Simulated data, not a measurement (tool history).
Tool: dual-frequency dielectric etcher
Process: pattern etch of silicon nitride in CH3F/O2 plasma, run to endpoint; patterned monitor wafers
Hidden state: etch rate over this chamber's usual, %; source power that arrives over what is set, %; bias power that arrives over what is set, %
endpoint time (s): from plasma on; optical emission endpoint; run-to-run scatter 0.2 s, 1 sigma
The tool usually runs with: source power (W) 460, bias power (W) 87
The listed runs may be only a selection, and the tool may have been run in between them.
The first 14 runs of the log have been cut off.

run,day,source power (W),bias power (W),wafers since the last listed run,hours since the last wet clean,hours since the last source power generator calibration,hours since the last bias power generator calibration,hours since the last upper electrode change,"incoming incoming film thickness, nm",endpoint time (s)
15,56.567,460,87,557,557.9,3048.7,2350.5,128.9,59.9,62.8
# day 58.504: wet clean of the chamber
16,58.525,460,87,170,0.5,3095.7,2397.5,175.9,59.7,62.0
17,61.975,420,87,613,83.3,3178.5,2480.3,258.7,59.4,63.0
18,65.425,460,99,613,166.1,3261.3,2563.1,341.5,59.6,59.6
# day 67.212: source power generator calibrated
19,68.483,460,87,514,239.5,30.5,2636.5,414.9,59.5,62.5
20,71.438,540,67,525,310.4,101.4,2707.4,485.8,59.6,66.1
21,74.500,460,87,544,383.9,174.9,2780.9,559.3,60.7,63.8
22,77.838,550,72,593,464.0,255.0,2861.0,639.4,60.2,65.0
23,80.338,560,96,444,524.0,315.0,2921.0,699.4,59.6,58.3
24,82.704,350,78,420,580.8,371.8,2977.8,756.2,60.2,69.0
# day 84.250: wet clean of the chamber
25,86.725,500,94,537,59.4,468.3,3074.3,852.7,59.0,59.7
26,90.821,460,87,728,157.7,566.6,3172.6,951.0,59.9,63.0
27,93.325,560,106,445,217.8,626.7,3232.7,1011.1,59.7,56.8
# day 94.767: bias power generator calibrated
28,96.725,460,100,575,299.4,708.3,47.0,1092.7,59.9,59.5
29,101.029,460,94,765,402.7,811.6,150.3,1196.0,59.7,60.2
30,105.075,540,100,719,499.8,908.7,247.4,1293.1,59.9,57.0
31,109.342,430,78,758,602.2,1011.1,349.8,1395.5,59.7,65.2
# day 110.950: wet clean of the chamber
32,112.492,460,68,382,37.0,1086.7,425.4,1471.1,59.6,67.0
33,114.233,560,87,309,78.8,1128.5,467.2,1512.9,60.6,60.4
34,118.588,560,97,774,183.3,1233.0,571.7,1617.4,60.0,57.4
35,122.525,560,74,700,277.8,1327.5,666.2,1711.9,59.7,63.0
36,126.179,410,67,650,365.5,1415.2,753.9,1799.6,59.5,68.5

Predict each of these 3 candidate next runs independently; none follows another, all start after run 36:
A,126.200,570,87,3,366.0,1415.7,754.4,1800.1,60.0,?
B,126.200,350,96,3,366.0,1415.7,754.4,1800.1,60.0,?
C,126.200,360,97,3,366.0,1415.7,754.4,1800.1,60.0,?

run,endpoint time (s)
A,59.5
B,63.0
C,62.5
With no hidden state in the tool, these same runs would have given:
run,endpoint time (s)
A,59.2
B,62.7
C,62.2

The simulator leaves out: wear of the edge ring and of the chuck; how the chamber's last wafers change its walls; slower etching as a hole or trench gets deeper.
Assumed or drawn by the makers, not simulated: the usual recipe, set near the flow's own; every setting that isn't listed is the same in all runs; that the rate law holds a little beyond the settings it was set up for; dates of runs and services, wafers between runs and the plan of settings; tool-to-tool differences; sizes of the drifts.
